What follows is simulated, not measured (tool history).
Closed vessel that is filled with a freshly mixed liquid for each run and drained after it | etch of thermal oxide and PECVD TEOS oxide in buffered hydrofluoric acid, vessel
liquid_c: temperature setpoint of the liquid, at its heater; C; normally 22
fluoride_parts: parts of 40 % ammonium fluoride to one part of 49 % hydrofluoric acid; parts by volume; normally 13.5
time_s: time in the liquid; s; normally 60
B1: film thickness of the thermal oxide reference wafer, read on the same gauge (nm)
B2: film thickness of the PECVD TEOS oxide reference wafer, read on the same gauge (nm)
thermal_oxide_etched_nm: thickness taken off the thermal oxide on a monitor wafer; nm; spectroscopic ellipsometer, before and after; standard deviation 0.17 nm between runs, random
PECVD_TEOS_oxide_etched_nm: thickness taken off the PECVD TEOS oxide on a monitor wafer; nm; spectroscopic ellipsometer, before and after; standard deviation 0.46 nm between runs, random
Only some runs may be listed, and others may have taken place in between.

run 1 day=0 | liquid_c=22 fluoride_parts=17.5 time_s=60 | B1=49.99 B2=109.98 | thermal_oxide_etched_nm=34.91 PECVD_TEOS_oxide_etched_nm=34.79
run 2 day=2.438 | liquid_c=22 fluoride_parts=13.5 time_s=60 | B1=50 B2=110.01 | thermal_oxide_etched_nm=44.44 PECVD_TEOS_oxide_etched_nm=44.01
run 3 day=5.308 | liquid_c=22 fluoride_parts=13.5 time_s=60 | B1=49.99 B2=110.02 | thermal_oxide_etched_nm=44.52 PECVD_TEOS_oxide_etched_nm=44.56
run 4 day=6.558 | liquid_c=22 fluoride_parts=12 time_s=35 | B1=50.01 B2=110.02 | thermal_oxide_etched_nm=29.31 PECVD_TEOS_oxide_etched_nm=29.32
run 5 day=8.921 | liquid_c=26 fluoride_parts=19 time_s=60 | B1=50 B2=110.02 | thermal_oxide_etched_nm=39.55 PECVD_TEOS_oxide_etched_nm=39.69
run 6 day=10.721 | liquid_c=22 fluoride_parts=13.5 time_s=40 | B1=49.99 B2=110.02 | thermal_oxide_etched_nm=29.73 PECVD_TEOS_oxide_etched_nm=29.81
run 7 day=17.271 | liquid_c=22 fluoride_parts=13.5 time_s=60 | B1=49.99 B2=110.02 | thermal_oxide_etched_nm=45.8 PECVD_TEOS_oxide_etched_nm=45.33
run 8 day=19.775 | liquid_c=22 fluoride_parts=13.5 time_s=80 | B1=49.98 B2=110.02 | thermal_oxide_etched_nm=60.76 PECVD_TEOS_oxide_etched_nm=60.66
run 9 day=25.992 | liquid_c=22 fluoride_parts=13.5 time_s=60 | B1=50.02 B2=110.05 | thermal_oxide_etched_nm=45.12 PECVD_TEOS_oxide_etched_nm=45.03
run 10 day=28.671 | liquid_c=22 fluoride_parts=13.5 time_s=60 | B1=50 B2=110.01 | thermal_oxide_etched_nm=45.23 PECVD_TEOS_oxide_etched_nm=44.85
run 11 day=30.267 | liquid_c=22 fluoride_parts=13.5 time_s=60 | B1=49.98 B2=109.97 | thermal_oxide_etched_nm=45.16 PECVD_TEOS_oxide_etched_nm=44.04
run 12 day=32.662 | liquid_c=22 fluoride_parts=13.5 time_s=60 | B1=50.02 B2=109.99 | thermal_oxide_etched_nm=44.91 PECVD_TEOS_oxide_etched_nm=44.34
run 13 day=35.033 | liquid_c=22 fluoride_parts=16 time_s=30 | B1=50.01 B2=109.98 | thermal_oxide_etched_nm=18.99 PECVD_TEOS_oxide_etched_nm=18.95
run 14 day=38.075 | liquid_c=22 fluoride_parts=13.5 time_s=30 | B1=49.99 B2=109.96 | thermal_oxide_etched_nm=23.44 PECVD_TEOS_oxide_etched_nm=23.25
run 15 day=40.796 | liquid_c=22 fluoride_parts=13.5 time_s=60 | B1=50 B2=110.04 | thermal_oxide_etched_nm=46.92 PECVD_TEOS_oxide_etched_nm=46.45
run 16 day=43.629 | liquid_c=18 fluoride_parts=10.5 time_s=90 | B1=50.02 B2=109.99 | thermal_oxide_etched_nm=71.15 PECVD_TEOS_oxide_etched_nm=70.34
run 17 day=45.092 | liquid_c=20.5 fluoride_parts=13.5 time_s=40 | B1=49.99 B2=109.97 | thermal_oxide_etched_nm=28.65 PECVD_TEOS_oxide_etched_nm=28.58
run 18 day=47.229 | liquid_c=22 fluoride_parts=10 time_s=60 | B1=50 B2=110.01 | thermal_oxide_etched_nm=62.41 PECVD_TEOS_oxide_etched_nm=62.12
run 19 day=48.6 | liquid_c=22 fluoride_parts=15 time_s=60 | B1=49.99 B2=109.97 | thermal_oxide_etched_nm=41.39 PECVD_TEOS_oxide_etched_nm=41.59
run 20 day=50.004 | liquid_c=22 fluoride_parts=13.5 time_s=60 | B1=50.02 B2=109.98 | thermal_oxide_etched_nm=46.47 PECVD_TEOS_oxide_etched_nm=46.42
run 21 day=51.946 | liquid_c=22 fluoride_parts=13.5 time_s=75 | B1=50 B2=110 | thermal_oxide_etched_nm=57.49 PECVD_TEOS_oxide_etched_nm=57.24
run 22 day=54.717 | liquid_c=18 fluoride_parts=15 time_s=80 | B1=49.99 B2=110.01 | thermal_oxide_etched_nm=44.49 PECVD_TEOS_oxide_etched_nm=44
run 23 day=56.517 | liquid_c=24 fluoride_parts=12 time_s=45 | B1=50.01 B2=109.97 | thermal_oxide_etched_nm=42.97 PECVD_TEOS_oxide_etched_nm=43.44
run 24 day=58.621 | liquid_c=22 fluoride_parts=13.5 time_s=60 | B1=49.99 B2=110.03 | thermal_oxide_etched_nm=45.91 PECVD_TEOS_oxide_etched_nm=45.02
run 25 day=61.162 | liquid_c=22 fluoride_parts=13.5 time_s=60 | B1=49.99 B2=110.01 | thermal_oxide_etched_nm=47.23 PECVD_TEOS_oxide_etched_nm=47.19
run 26 day=62.779 | liquid_c=26.5 fluoride_parts=18 time_s=80 | B1=49.99 B2=109.99 | thermal_oxide_etched_nm=60.72 PECVD_TEOS_oxide_etched_nm=59.8

Taken out of this log: 3 entries between the listed runs. Where each belongs, and how the hidden state differs across it:
Logged between run 6 and run 7: hydrofluoric acid flow meter replaced (day 15.654)
  liquid colder than its thermometer reads (K): 0.633 -> 0.672; hydrofluoric acid flow below the setpoint (%): 3.17 -> 0.3
  difference, measured minus the result without the unlogged condition, thermal_oxide_etched_nm: -2.05 -> -1.87 nm; PECVD_TEOS_oxide_etched_nm: -2.05 -> -1.86 nm
Logged between run 13 and run 14: thermometer replaced (day 37.292)
  liquid colder than its thermometer reads (K): 0.778 -> 0.0106; hydrofluoric acid flow below the setpoint (%): 1.4 -> 1.59
  difference, measured minus the result without the unlogged condition, thermal_oxide_etched_nm: -1.12 -> -0.39 nm; PECVD_TEOS_oxide_etched_nm: -1.11 -> -0.38 nm
Logged between run 24 and run 25: hydrofluoric acid flow meter replaced (day 59.704)
  liquid colder than its thermometer reads (K): 0.133 -> 0.148; hydrofluoric acid flow below the setpoint (%): 2.86 -> 0.193
  difference, measured minus the result without the unlogged condition, thermal_oxide_etched_nm: -1.66 -> -0.48 nm; PECVD_TEOS_oxide_etched_nm: -1.63 -> -0.49 nm
